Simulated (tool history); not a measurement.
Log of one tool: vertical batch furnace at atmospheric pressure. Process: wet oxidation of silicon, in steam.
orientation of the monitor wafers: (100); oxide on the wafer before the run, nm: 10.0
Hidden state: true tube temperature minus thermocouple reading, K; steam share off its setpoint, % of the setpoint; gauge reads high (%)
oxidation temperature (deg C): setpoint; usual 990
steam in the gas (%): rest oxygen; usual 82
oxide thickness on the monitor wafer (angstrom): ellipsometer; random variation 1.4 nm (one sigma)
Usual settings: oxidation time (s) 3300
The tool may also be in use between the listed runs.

run   hour  oxidation temperature (deg C)  oxidation time (s)  steam in the gas (%)  wafers since the last listed run  hours since the last temperature calibration  hours since the steam generator was serviced  hours since the gauge calibration  read-back reference wafer on the same gauge, thickness  oxide thickness on the monitor wafer (angstrom)
  1      0                            990                3300                    82                                 0                                        2403.1                                        1726.5                              450.7                                                  317.32                                           3146.2
  2    8.3                            990                3300                    82                               124                                        2411.4                                        1734.8                                459                                                  316.69                                           3140.4
  3   26.6                            990                3300                    82                               275                                        2429.7                                        1753.1                              477.3                                                  316.72                                           3133.4
  4   41.3                            990                3300                    82                               220                                        2444.4                                        1767.8                                492                                                  317.06                                           3161.6
  5   52.8                            990                3300                    82                               172                                        2455.9                                        1779.3                              503.5                                                  317.38                                           3140.3
  6   66.6                            990                3300                    73                               207                                        2469.7                                        1793.1                              517.3                                                  317.48                                           2890.4
  7   78.7                            990                3300                    73                               181                                        2481.8                                        1805.2                              529.4                                                  317.58                                           2901.4
  8   98.7                            990                3300                    73                               300                                        2501.8                                        1825.2                              549.4                                                  317.34                                           2895.3
     140.9  -- thermocouples replaced and temperature profile calibrated
  9  141.4                            990                3300                    82                               281                                           0.5                                        1867.9                              592.1                                                  316.62                                           3155.8
 10  146.8                            990                3300                    82                                81                                           5.9                                        1873.3                              597.5                                                  317.65                                           3148.7
 11  152.2                           1005                3300                    82                                81                                          11.3                                        1878.7                              602.9                                                  317.16                                           3512.9
 12  158.8                           1005                3300                    82                                99                                          17.9                                        1885.3                              609.5                                                   316.5                                           3521.8
 13  172.3                            999                3300                    90                               202                                          31.4                                        1898.8                                623                                                  317.97                                           3582.5
 14  184.5                            979                3300                    82                               183                                          43.6                                          1911                              635.2                                                   316.8                                           2848.2
 15  200.3                            985                3300                    82                               237                                          59.4                                        1926.8                                651                                                  317.44                                             3007
 16    217                           1007                4590                    82                               251                                          76.1                                        1943.5                              667.7                                                  316.69                                           4448.7
 17  239.4                            990                3300                    82                               336                                          98.5                                        1965.9                              690.1                                                     317                                           3128.4
 18  255.7                            998                2430                    89                               245                                         114.8                                        1982.2                              706.4                                                  317.65                                           2847.7
 19    275                            990                3300                    82                               290                                         134.1                                        2001.5                              725.7                                                  317.25                                           3137.2
     304.4  -- steam generator serviced
     322.7  -- gauge calibrated
 20  322.9                            990                4110                    82                               359                                           182                                          18.5                                0.2                                                  317.37                                           3527.7
 21  336.9                            990                3300                    82                               210                                           196                                          32.5                               14.2                                                  316.33                                           3007.9
 22  357.4                           1003                4800                    75                               308                                         216.5                                            53                               34.7                                                  317.44                                           4063.8
 23  374.8                           1000                2040                    87                               261                                         233.9                                          70.4                               52.1                                                  317.06                                           2387.1
 24  394.1                           1012                4860                    86                               290                                         253.2                                          89.7                               71.4                                                  316.88                                           4732.3
 25  416.7                            990                2730                    90                               339                                         275.8                                         112.3                                 94                                                  317.16                                           2784.3
 26  438.1                            970                3870                    88                               321                                         297.2                                         133.7                              115.4                                                  316.65                                           2994.3
 27  455.1                            990                3840                    93                               255                                         314.2                                         150.7                              132.4                                                  317.46                                           3654.3
     480.8  -- steam generator serviced, repeated, since the last time left the tool worse
 28  481.3                            990                3300                    82                                33                                         340.4                                           0.5                              158.6                                                  317.67                                           3268.7
 29  486.7                            990                1800                    70                                81                                         345.8                                           5.9                                164                                                  316.45                                           1842.2
 30  502.8                            999                2040                    94                               241                                         361.9                                            22                              180.1                                                  317.68                                           2717.7
 31  519.8                            999                3300                    82                               255                                         378.9                                            39                              197.1                                                  316.87                                           3512.1
 32  536.3                            997                3300                    82                               248                                         395.4                                          55.5                              213.6                                                  317.27                                           3395.6
 33    546                            990                3300                    82                               145                                         405.1                                          65.2                              223.3                                                   316.6                                           3246.4
 34  560.6                           1002                2370                    70                               219                                         419.7                                          79.8                              237.9                                                  316.86                                             2503
 35  572.8                            990                3300                    72                               183                                         431.9                                            92                              250.1                                                  316.54                                           2958.6
 36  595.4                            990                3300                    82                               339                                         454.5                                         114.6                              272.7                                                     317                                             3245
 37  609.1                            990                3300                    82                               205                                         468.2                                         128.3                              286.4                                                  316.26                                           3246.1
 38    669                            971                1950                    92                               900                                         528.1                                         188.2                              346.3                                                  316.97                                           2037.8

4 ways to go on from here, each from the tool as it stands after run 38. What would each give?
  A  674.5                            990                3300                    82                                82                                         533.6                                         193.7                              351.8                                                       ?                                                ?
  B  674.5                            990                4560                    75                                82                                         533.6                                         193.7                              351.8                                                       ?                                                ?
  C  674.5                            966                3750                    82                                82                                         533.6                                         193.7                              351.8                                                       ?                                                ?
  D  674.5                           1007                4830                    78                                82                                         533.6                                         193.7                              351.8                                                       ?                                                ?

run  read-back reference wafer on the same gauge, thickness  oxide thickness on the monitor wafer (angstrom)
  A                                                   316.7                                           3230.5
  B                                                   316.7                                           3806.5
  C                                                   316.7                                           2892.2
  D                                                   316.7                                           4582.3
Without the tool's hidden state the same runs would have given:
run  oxide thickness on the monitor wafer (angstrom)
  A                                           3233.8
  B                                           3810.3
  C                                           2895.3
  D                                           4586.7

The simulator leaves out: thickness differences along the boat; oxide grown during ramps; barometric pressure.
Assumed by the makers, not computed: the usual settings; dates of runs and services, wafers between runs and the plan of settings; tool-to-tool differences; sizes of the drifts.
